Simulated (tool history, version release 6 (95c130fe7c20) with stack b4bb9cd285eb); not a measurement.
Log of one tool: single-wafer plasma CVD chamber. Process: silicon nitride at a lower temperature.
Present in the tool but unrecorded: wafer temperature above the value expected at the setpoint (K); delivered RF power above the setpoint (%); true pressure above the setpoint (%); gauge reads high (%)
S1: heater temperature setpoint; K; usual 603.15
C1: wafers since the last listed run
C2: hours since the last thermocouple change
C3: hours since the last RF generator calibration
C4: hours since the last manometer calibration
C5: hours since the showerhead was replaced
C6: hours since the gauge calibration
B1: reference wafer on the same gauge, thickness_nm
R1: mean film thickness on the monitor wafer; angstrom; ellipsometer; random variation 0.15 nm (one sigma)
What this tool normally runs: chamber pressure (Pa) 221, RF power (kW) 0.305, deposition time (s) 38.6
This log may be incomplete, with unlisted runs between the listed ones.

{"run": 1, "hour": 0.0, "S1": 603.15, "chamber pressure (Pa)": 221, "RF power (kW)": 0.305, "deposition time (s)": 38.6, "C1": 0, "C2": 1141.8, "C3": 1556.6, "C4": 1300.0, "C5": 2013.9, "C6": 308.7, "B1": 41.462, "R1": 442.04}
{"run": 2, "hour": 37.6, "S1": 603.15, "chamber pressure (Pa)": 221, "RF power (kW)": 0.305, "deposition time (s)": 36.2, "C1": 665, "C2": 1179.4, "C3": 1594.2, "C4": 1337.6, "C5": 2051.5, "C6": 346.3, "B1": 41.473, "R1": 417.21}
{"run": 3, "hour": 88.9, "S1": 603.15, "chamber pressure (Pa)": 221, "RF power (kW)": 0.305, "deposition time (s)": 36.2, "C1": 908, "C2": 1230.7, "C3": 1645.5, "C4": 1388.9, "C5": 2102.8, "C6": 397.6, "B1": 41.5, "R1": 420.01}
{"run": 4, "hour": 159.9, "S1": 603.15, "chamber pressure (Pa)": 221, "RF power (kW)": 0.305, "deposition time (s)": 36.2, "C1": 1257, "C2": 1301.7, "C3": 1716.5, "C4": 1459.9, "C5": 2173.8, "C6": 468.6, "B1": 41.506, "R1": 418.41}
{"run": 5, "hour": 224.1, "S1": 603.15, "chamber pressure (Pa)": 221, "RF power (kW)": 0.335, "deposition time (s)": 38.6, "C1": 1136, "C2": 1365.9, "C3": 1780.7, "C4": 1524.1, "C5": 2238.0, "C6": 532.8, "B1": 41.512, "R1": 466.52}
{"run": 6, "hour": 249.9, "S1": 603.15, "chamber pressure (Pa)": 221, "RF power (kW)": 0.305, "deposition time (s)": 38.6, "C1": 456, "C2": 1391.7, "C3": 1806.5, "C4": 1549.9, "C5": 2263.8, "C6": 558.6, "B1": 41.463, "R1": 442.44}
{"run": 7, "hour": 355.4, "S1": 603.15, "chamber pressure (Pa)": 221, "RF power (kW)": 0.305, "deposition time (s)": 38.6, "C1": 1867, "C2": 1497.2, "C3": 1912.0, "C4": 1655.4, "C5": 2369.3, "C6": 664.1, "B1": 41.52, "R1": 446.16}
{"run": 8, "hour": 424.6, "S1": 603.15, "chamber pressure (Pa)": 221, "RF power (kW)": 0.305, "deposition time (s)": 38.6, "C1": 1225, "C2": 1566.4, "C3": 1981.2, "C4": 1724.6, "C5": 2438.5, "C6": 733.3, "B1": 41.467, "R1": 444.55}
{"run": 9, "hour": 468.1, "S1": 603.15, "chamber pressure (Pa)": 221, "RF power (kW)": 0.305, "deposition time (s)": 38.6, "C1": 770, "C2": 1609.9, "C3": 2024.7, "C4": 1768.1, "C5": 2482.0, "C6": 776.8, "B1": 41.479, "R1": 445.84}
{"run": 10, "hour": 495.3, "S1": 603.15, "chamber pressure (Pa)": 221, "RF power (kW)": 0.305, "deposition time (s)": 38.6, "C1": 481, "C2": 1637.1, "C3": 2051.9, "C4": 1795.3, "C5": 2509.2, "C6": 804.0, "B1": 41.517, "R1": 445.29}
{"run": 11, "hour": 560.7, "S1": 603.15, "chamber pressure (Pa)": 257, "RF power (kW)": 0.305, "deposition time (s)": 38.6, "C1": 1157, "C2": 1702.5, "C3": 2117.3, "C4": 1860.7, "C5": 2574.6, "C6": 869.4, "B1": 41.508, "R1": 460.55}
{"run": 12, "hour": 596.6, "S1": 603.15, "chamber pressure (Pa)": 257, "RF power (kW)": 0.305, "deposition time (s)": 38.6, "C1": 635, "C2": 1738.4, "C3": 2153.2, "C4": 1896.6, "C5": 2610.5, "C6": 905.3, "B1": 41.474, "R1": 462.69}
{"run": 13, "hour": 667.6, "S1": 603.15, "chamber pressure (Pa)": 257, "RF power (kW)": 0.305, "deposition time (s)": 38.6, "C1": 1257, "C2": 1809.4, "C3": 2224.2, "C4": 1967.6, "C5": 2681.5, "C6": 976.3, "B1": 41.496, "R1": 463.78}
{"hour": 719.3, "done": "RF generator calibrated"}
{"run": 14, "hour": 835.9, "S1": 603.15, "chamber pressure (Pa)": 221, "RF power (kW)": 0.305, "deposition time (s)": 38.6, "C1": 2838, "C2": 1977.7, "C3": 116.6, "C4": 2135.9, "C5": 2849.8, "C6": 1144.6, "B1": 41.473, "R1": 446.1}
{"run": 15, "hour": 889.5, "S1": 607.15, "chamber pressure (Pa)": 177, "RF power (kW)": 0.27, "deposition time (s)": 31.8, "C1": 949, "C2": 2031.3, "C3": 170.2, "C4": 2189.5, "C5": 2903.4, "C6": 1198.2, "B1": 41.47, "R1": 322.96}
{"run": 16, "hour": 947.7, "S1": 603.15, "chamber pressure (Pa)": 272, "RF power (kW)": 0.35, "deposition time (s)": 46.2, "C1": 1030, "C2": 2089.5, "C3": 228.4, "C4": 2247.7, "C5": 2961.6, "C6": 1256.4, "B1": 41.451, "R1": 601.54}
{"hour": 986.0, "done": "showerhead replaced"}
{"run": 17, "hour": 1009.5, "S1": 590.15, "chamber pressure (Pa)": 189, "RF power (kW)": 0.27, "deposition time (s)": 34.5, "C1": 952, "C2": 2151.3, "C3": 290.2, "C4": 2309.5, "C5": 23.5, "C6": 1318.2, "B1": 41.499, "R1": 358.79}
{"run": 18, "hour": 1064.5, "S1": 603.15, "chamber pressure (Pa)": 221, "RF power (kW)": 0.35, "deposition time (s)": 38.6, "C1": 973, "C2": 2206.3, "C3": 345.2, "C4": 2364.5, "C5": 78.5, "C6": 1373.2, "B1": 41.557, "R1": 476.78}
{"run": 19, "hour": 1124.6, "S1": 603.15, "chamber pressure (Pa)": 257, "RF power (kW)": 0.305, "deposition time (s)": 38.6, "C1": 1064, "C2": 2266.4, "C3": 405.3, "C4": 2424.6, "C5": 138.6, "C6": 1433.3, "B1": 41.431, "R1": 461.77}
{"run": 20, "hour": 1182.2, "S1": 594.15, "chamber pressure (Pa)": 256, "RF power (kW)": 0.305, "deposition time (s)": 38.6, "C1": 1019, "C2": 2324.0, "C3": 462.9, "C4": 2482.2, "C5": 196.2, "C6": 1490.9, "B1": 41.449, "R1": 465.42}
{"hour": 1225.2, "done": "thermocouple changed; heater temperature recalibrated"}
{"run": 21, "hour": 1244.7, "S1": 603.15, "chamber pressure (Pa)": 221, "RF power (kW)": 0.305, "deposition time (s)": 38.6, "C1": 964, "C2": 19.5, "C3": 525.4, "C4": 2544.7, "C5": 258.7, "C6": 1553.4, "B1": 41.425, "R1": 443.82}
{"hour": 1417.1, "done": "gauge calibrated"}
{"run": 22, "hour": 1455.4, "S1": 603.15, "chamber pressure (Pa)": 221, "RF power (kW)": 0.305, "deposition time (s)": 38.6, "C1": 3730, "C2": 230.2, "C3": 736.1, "C4": 2755.4, "C5": 469.4, "C6": 38.3, "B1": 41.414, "R1": 444.95}
{"hour": 1488.2, "done": "capacitance manometer re-zeroed and calibrated"}
{"run": 23, "hour": 1521.8, "S1": 603.15, "chamber pressure (Pa)": 221, "RF power (kW)": 0.305, "deposition time (s)": 38.6, "C1": 1034, "C2": 296.6, "C3": 802.5, "C4": 33.6, "C5": 535.8, "C6": 104.7, "B1": 41.483, "R1": 445.18}
{"run": 24, "hour": 1549.5, "S1": 613.15, "chamber pressure (Pa)": 184, "RF power (kW)": 0.305, "deposition time (s)": 46.1, "C1": 490, "C2": 324.3, "C3": 830.2, "C4": 61.3, "C5": 563.5, "C6": 132.4, "B1": 41.506, "R1": 504.48}
{"run": 25, "hour": 1599.3, "S1": 603.15, "chamber pressure (Pa)": 204, "RF power (kW)": 0.305, "deposition time (s)": 38.6, "C1": 881, "C2": 374.1, "C3": 880.0, "C4": 111.1, "C5": 613.3, "C6": 182.2, "B1": 41.475, "R1": 434.89}
{"run": 26, "hour": 1669.8, "S1": 594.15, "chamber pressure (Pa)": 205, "RF power (kW)": 0.285, "deposition time (s)": 43.9, "C1": 1248, "C2": 444.6, "C3": 950.5, "C4": 181.6, "C5": 683.8, "C6": 252.7, "B1": 41.507, "R1": 479.49}
{"run": 27, "hour": 1779.8, "S1": 603.15, "chamber pressure (Pa)": 199, "RF power (kW)": 0.305, "deposition time (s)": 38.6, "C1": 1947, "C2": 554.6, "C3": 1060.5, "C4": 291.6, "C5": 793.8, "C6": 362.7, "B1": 41.471, "R1": 429.32}
{"run": 28, "hour": 1978.4, "S1": 590.15, "chamber pressure (Pa)": 189, "RF power (kW)": 0.25, "deposition time (s)": 33.2, "C1": 3516, "C2": 753.2, "C3": 1259.1, "C4": 490.2, "C5": 992.4, "C6": 561.3, "B1": 41.569, "R1": 330.54}

Alternative continuations, all from the tool just after run 28; predict every row:
{"run": "A", "hour": 1978.8, "S1": 603.15, "chamber pressure (Pa)": 221, "RF power (kW)": 0.305, "deposition time (s)": 38.6, "C1": 7, "C2": 753.6, "C3": 1259.5, "C4": 490.6, "C5": 992.8, "C6": 561.7, "B1": "?", "R1": "?"}
{"run": "B", "hour": 1978.8, "S1": 594.15, "chamber pressure (Pa)": 221, "RF power (kW)": 0.33, "deposition time (s)": 31.2, "C1": 7, "C2": 753.6, "C3": 1259.5, "C4": 490.6, "C5": 992.8, "C6": 561.7, "B1": "?", "R1": "?"}
{"run": "C", "hour": 1978.8, "S1": 616.15, "chamber pressure (Pa)": 264, "RF power (kW)": 0.25, "deposition time (s)": 38.6, "C1": 7, "C2": 753.6, "C3": 1259.5, "C4": 490.6, "C5": 992.8, "C6": 561.7, "B1": "?", "R1": "?"}
{"run": "D", "hour": 1978.8, "S1": 596.15, "chamber pressure (Pa)": 271, "RF power (kW)": 0.305, "deposition time (s)": 35.5, "C1": 7, "C2": 753.6, "C3": 1259.5, "C4": 490.6, "C5": 992.8, "C6": 561.7, "B1": "?", "R1": "?"}

run=A B1=41.453 R1=445.38
run=B B1=41.453 R1=376.93
run=C B1=41.453 R1=416.89
run=D B1=41.453 R1=432.92
Take away the tool's hidden state, keep each run's random variation, and the runs would have read:
run=A R1=445.38
run=B R1=376.93
run=C R1=416.89
run=D R1=432.92
